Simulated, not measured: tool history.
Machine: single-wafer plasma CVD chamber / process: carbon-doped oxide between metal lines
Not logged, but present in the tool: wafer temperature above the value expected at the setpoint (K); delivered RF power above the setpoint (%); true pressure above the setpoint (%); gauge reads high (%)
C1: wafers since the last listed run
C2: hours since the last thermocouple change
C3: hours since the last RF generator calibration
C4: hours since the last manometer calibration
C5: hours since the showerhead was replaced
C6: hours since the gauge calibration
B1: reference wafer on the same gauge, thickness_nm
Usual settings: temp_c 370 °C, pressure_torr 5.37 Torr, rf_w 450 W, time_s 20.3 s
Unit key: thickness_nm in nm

Run 1, hour 0: usual settings but time_s 18.2 s; C1 0; C2 1217.5; C3 2057.1; C4 1389.7; C5 4143.6; C6 127.7; B1 77.766. Result: thickness_nm 77.76 nm.
Run 2, hour 34.2: usual settings but time_s 18.2 s; C1 817; C2 1251.7; C3 2091.3; C4 1423.9; C5 4177.8; C6 161.9; B1 77.605. Result: thickness_nm 76.351 nm.
Run 3, hour 96: usual settings; C1 1477; C2 1313.5; C3 2153.1; C4 1485.7; C5 4239.6; C6 223.7; B1 77.45. Result: thickness_nm 85.764 nm.
Run 4, hour 165.9: usual settings; C1 1670; C2 1383.4; C3 2223; C4 1555.6; C5 4309.5; C6 293.6; B1 77.303. Result: thickness_nm 84.871 nm.
Run 5, hour 225.7: usual settings; C1 1429; C2 1443.2; C3 2282.8; C4 1615.4; C5 4369.3; C6 353.4; B1 77.219. Result: thickness_nm 85.673 nm.
Run 6, hour 356.6: usual settings but temp_c 376 °C; C1 3128; C2 1574.1; C3 2413.7; C4 1746.3; C5 4500.2; C6 484.3; B1 76.93. Result: thickness_nm 84.633 nm.
At hour 387.5: RF generator calibrated.
Run 7, hour 427.5: usual settings; C1 1503; C2 1645; C3 40; C4 1817.2; C5 4571.1; C6 555.2; B1 76.693. Result: thickness_nm 85.038 nm.
Run 8, hour 467.6: usual settings; C1 958; C2 1685.1; C3 80.1; C4 1857.3; C5 4611.2; C6 595.3; B1 76.57. Result: thickness_nm 84.338 nm.
Run 9, hour 506: usual settings but time_s 21.4 s; C1 917; C2 1723.5; C3 118.5; C4 1895.7; C5 4649.6; C6 633.7; B1 76.577. Result: thickness_nm 89.665 nm.
Run 10, hour 566.6: usual settings but time_s 18 s; C1 1448; C2 1784.1; C3 179.1; C4 1956.3; C5 4710.2; C6 694.3; B1 76.411. Result: thickness_nm 75.102 nm.
Run 11, hour 595.5: usual settings but time_s 18 s; C1 690; C2 1813; C3 208; C4 1985.2; C5 4739.1; C6 723.2; B1 76.332. Result: thickness_nm 75.589 nm.
Run 12, hour 637.5: usual settings but temp_c 378 °C; C1 1003; C2 1855; C3 250; C4 2027.2; C5 4781.1; C6 765.2; B1 76.293. Result: thickness_nm 82.851 nm.
At hour 692.6: thermocouple changed; heater temperature recalibrated.
Run 13, hour 698.5: usual settings but pressure_torr 6.37 Torr; C1 1266; C2 5.9; C3 311; C4 2088.2; C5 4842.1; C6 826.2; B1 76.106. Result: thickness_nm 85.275 nm.
Run 14, hour 868.1: usual settings but temp_c 358 °C, pressure_torr 4.1 Torr, time_s 23.1 s; C1 4053; C2 175.5; C3 480.6; C4 2257.8; C5 5011.7; C6 995.8; B1 75.705. Result: thickness_nm 93.894 nm.
Run 15, hour 917.1: usual settings but temp_c 364 °C; C1 1171; C2 224.5; C3 529.6; C4 2306.8; C5 5060.7; C6 1044.8; B1 75.518. Result: thickness_nm 84.912 nm.
At hour 929.9: capacitance manometer re-zeroed and calibrated.
Run 16, hour 952.7: usual settings but pressure_torr 4.24 Torr, rf_w 370 W, time_s 21.7 s; C1 659; C2 260.1; C3 565.2; C4 22.8; C5 5096.3; C6 1080.4; B1 75.791. Result: thickness_nm 74.846 nm.
Run 17, hour 1004: usual settings but rf_w 395 W, time_s 16.9 s; C1 1226; C2 311.4; C3 616.5; C4 74.1; C5 5147.6; C6 1131.7; B1 75.474. Result: thickness_nm 62.799 nm.
At hour 1016.1: showerhead replaced.
Run 18, hour 1029: usual settings but temp_c 366 °C, pressure_torr 4.2 Torr, rf_w 420 W, time_s 22.3 s; C1 406; C2 336.4; C3 641.5; C4 99.1; C5 12.9; C6 1156.7; B1 75.332. Result: thickness_nm 84.505 nm.
At hour 1069: gauge calibrated.
Run 19, hour 1076.5: usual settings but pressure_torr 4.89 Torr, rf_w 495 W, time_s 16.5 s; C1 1135; C2 383.9; C3 689; C4 146.6; C5 60.4; C6 7.5; B1 78.125. Result: thickness_nm 74.278 nm.
Run 20, hour 1101.4: usual settings but temp_c 376 °C, pressure_torr 4.35 Torr, time_s 18.2 s; C1 595; C2 408.8; C3 713.9; C4 171.5; C5 85.3; C6 32.4; B1 78.14. Result: thickness_nm 74.739 nm.
Run 21, hour 1159.5: usual settings; C1 1388; C2 466.9; C3 772; C4 229.6; C5 143.4; C6 90.5; B1 77.894. Result: thickness_nm 86.14 nm.
Run 22, hour 1209.8: usual settings but pressure_torr 4.24 Torr, rf_w 370 W, time_s 21.7 s; C1 1202; C2 517.2; C3 822.3; C4 279.9; C5 193.7; C6 140.8; B1 77.844. Result: thickness_nm 76.854 nm.
Run 23, hour 1261.9: usual settings but temp_c 361 °C, pressure_torr 4.93 Torr, time_s 23.4 s; C1 1245; C2 569.3; C3 874.4; C4 332; C5 245.8; C6 192.9; B1 77.689. Result: thickness_nm 99.197 nm.
Run 24, hour 1331.6: usual settings but pressure_torr 4.24 Torr, rf_w 370 W, time_s 21.7 s; C1 1666; C2 639; C3 944.1; C4 401.7; C5 315.5; C6 262.6; B1 77.505. Result: thickness_nm 77.112 nm.
Run 25, hour 1367.9: usual settings; C1 867; C2 675.3; C3 980.4; C4 438; C5 351.8; C6 298.9; B1 77.35. Result: thickness_nm 85.811 nm.
Run 26, hour 1434.4: usual settings but temp_c 380 °C, pressure_torr 4.22 Torr, rf_w 525 W, time_s 17.7 s; C1 1589; C2 741.8; C3 1046.9; C4 504.5; C5 418.3; C6 365.4; B1 77.302. Result: thickness_nm 78.316 nm.
Run 27, hour 1463.7: usual settings but pressure_torr 6.03 Torr, rf_w 385 W, time_s 19.2 s; C1 700; C2 771.1; C3 1076.2; C4 533.8; C5 447.6; C6 394.7; B1 77.353. Result: thickness_nm 72.737 nm.

Below are 5 alternative next runs, each starting from the tool's condition after run 27. Predict each:
Run A, hour 1464.1: usual settings but pressure_torr 5.94 Torr; C1 9; C2 771.5; C3 1076.6; C4 534.2; C5 448; C6 395.1; B1 ?. Result: thickness_nm ?.
Run B, hour 1464.1: usual settings but time_s 21.7 s; C1 9; C2 771.5; C3 1076.6; C4 534.2; C5 448; C6 395.1; B1 ?. Result: thickness_nm ?.
Run C, hour 1464.1: usual settings but pressure_torr 4.11 Torr, rf_w 495 W; C1 9; C2 771.5; C3 1076.6; C4 534.2; C5 448; C6 395.1; B1 ?. Result: thickness_nm ?.
Run D, hour 1464.1: usual settings but temp_c 365 °C, pressure_torr 5.71 Torr, rf_w 495 W; C1 9; C2 771.5; C3 1076.6; C4 534.2; C5 448; C6 395.1; B1 ?. Result: thickness_nm ?.
Run E, hour 1464.1: usual settings but temp_c 374 °C; C1 9; C2 771.5; C3 1076.6; C4 534.2; C5 448; C6 395.1; B1 ?. Result: thickness_nm ?.

run      B1  thickness_nm
  A  77.199        86.292
  B  77.199        91.141
  C  77.199         87.72
  D  77.199        92.436
  E  77.199        84.697
Stripped of hidden state, with their random variation kept, the same runs would have yielded:
run  thickness_nm
  A        86.863
  B        91.744
  C        88.299
  D        93.047
  E        85.256
